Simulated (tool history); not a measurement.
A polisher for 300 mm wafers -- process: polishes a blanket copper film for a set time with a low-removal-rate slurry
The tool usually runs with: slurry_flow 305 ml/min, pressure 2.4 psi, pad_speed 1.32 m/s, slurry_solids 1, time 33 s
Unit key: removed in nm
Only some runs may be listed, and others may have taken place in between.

run,hour,slurry_flow,pressure,pad_speed,slurry_solids,time,"incoming thickness of the incoming film, nm",removed
1,0,305,2.4,1.5,1,33,854.5,99.1
2,25.2,280,2.4,1.32,1,33,847.1,84.8
# hour 33: slurry blender recalibrated
3,53.4,280,2.4,1.32,1,33,839,90.5
# hour 74.6: worn pad replaced by a new one
4,87.5,280,2.4,1.32,1,33,853,97.2
# hour 98.2: head pressure recalibrated
5,119.2,305,2.4,1.32,1.1,33,840.2,98.6
6,146.8,305,2.4,1.32,1.1,33,853.4,96.1
7,162,305,2.4,1.32,1,33,850.8,93
8,174.3,305,2.4,1.32,1,33,859.2,91.9
9,209.9,335,2.4,1.32,1,33,855.5,88.2
# hour 231.2: slurry nozzle cleaned
10,243.6,305,2.8,1.32,1,33,843.2,97.5
# hour 262.6: worn pad replaced by a new one
11,265,250,2.4,1.32,1.1,33,840.8,94.3
12,293.3,305,2.4,1.32,1,33,861.3,91.7
13,307,370,2.4,1.32,1.2,33,850.5,97.2
14,319.4,305,3,1.32,0.8,33,848.1,101.4
15,349.7,200,2.4,0.98,1,33,856.2,63.2
16,367.2,305,2.4,1.32,1,33,851.3,85.1
17,383.5,305,2.4,1.32,1,24,863.3,61.6
18,411.7,305,2.4,1.18,1,22,859.4,50.6
19,429.6,305,2.7,1.32,1.15,39,845.1,111.8
20,454.7,305,2.8,1.32,1,40,847.8,111.4
21,469.8,305,2.4,1.32,1,33,854.9,80.7
# hour 481.9: worn pad replaced by a new one
# hour 485.1: slurry blender recalibrated
22,485.7,200,1.8,1.32,0.85,24,843.7,52.3
23,507.2,305,2,1.32,1,33,844.1,86.8
24,531.1,305,2.8,1.32,1,24,843.8,76.5
25,549.3,305,2.4,1.5,1,33,864.6,106.4
26,570.8,305,2.4,1.32,1,33,851.5,94.6
27,590.9,365,2.8,1.32,0.75,33,861.8,97.6
28,627.5,305,1.8,1.32,1,33,851.9,70.4
# hour 632.7: slurry nozzle cleaned
# hour 654.7: worn pad replaced by a new one
29,655.2,305,2.4,1.32,1,33,838.1,94.2

Forecast each of these 5 alternatives for the next run:
A,655.6,305,2.4,1.32,1.2,33,850.8,?
B,655.6,305,2.4,1.32,0.8,33,850.8,?
C,655.6,390,2.9,0.96,1,33,850.8,?
D,655.6,350,2.4,1.02,1.1,22,850.8,?
E,655.6,305,2.4,0.9,1,41,850.8,?

run,removed
A,102.1
B,92
C,84.3
D,52.1
E,82.6
Without the tool's hidden state the same runs would have given:
run,removed
A,108.4
B,97.4
C,89.4
D,55.3
E,87.6

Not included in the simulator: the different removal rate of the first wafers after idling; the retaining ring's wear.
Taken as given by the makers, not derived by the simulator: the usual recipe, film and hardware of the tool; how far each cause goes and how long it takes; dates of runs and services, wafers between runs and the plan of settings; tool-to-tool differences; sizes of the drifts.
